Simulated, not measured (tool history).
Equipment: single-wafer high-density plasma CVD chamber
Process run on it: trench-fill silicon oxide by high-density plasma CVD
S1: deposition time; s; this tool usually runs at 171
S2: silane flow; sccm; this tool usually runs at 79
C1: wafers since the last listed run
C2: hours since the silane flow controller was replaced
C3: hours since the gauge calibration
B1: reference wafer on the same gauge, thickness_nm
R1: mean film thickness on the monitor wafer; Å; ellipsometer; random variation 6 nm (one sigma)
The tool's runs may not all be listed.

run     day   S1  S2   C1      C2     C3        B1        R1
  1   0.000  171  79    0  3627.0  453.2  1381.268  13218.33
  2   3.971  171  79  860  3722.3  548.5  1379.976  13094.64
  3   7.750  171  79  818  3813.0  639.2  1379.689  13087.00
  4   9.983  171  79  483  3866.6  692.8  1378.332  13153.02
  5  11.675  171  79  366  3907.2  733.4  1381.043  13087.10
  6  15.192  171  71  761  3991.6  817.8  1380.658  11816.23
  7  19.271  171  71  883  4089.5  915.7  1380.388  11822.72
  8  21.771  171  71  541  4149.5  975.7  1380.048  11824.38
     21.800  -- gauge calibrated
  9  26.267  171  79  973  4257.4  107.2  1379.917  13221.62
 10  29.933  141  73  794  4345.4  195.2  1379.588   9933.65
 11  33.588  138  79  791  4433.1  282.9  1379.041  10550.22
     34.871  -- silane flow controller replaced
 12  36.604  184  79  581    41.6  355.3  1377.891  14177.63
 13  40.367  155  73  815   131.9  445.6  1378.366  11009.47
 14  44.408  171  79  875   228.9  542.6  1379.367  13171.83
 15  48.258  141  73  834   321.3  635.0  1380.154   9974.56
 16  50.538  171  89  493   376.0  689.7  1379.094  14935.04

Predict each of these 4 candidate next runs independently; none follows another, all start after run 16:
  A  50.554  171  79   3  376.4  690.1   ?   ?
  B  50.554  140  65   3  376.4  690.1   ?   ?
  C  50.554  158  72   3  376.4  690.1   ?   ?
  D  50.554  159  94   3  376.4  690.1   ?   ?

run        B1        R1
  A  1381.488  13142.99
  B  1381.488   8853.45
  C  1381.488  11067.78
  D  1381.488  14541.05
With the hidden condition removed and each run's random variation left untouched, the same runs would have given:
run        R1
  A  13142.99
  B   8853.45
  C  11067.78
  D  14541.05
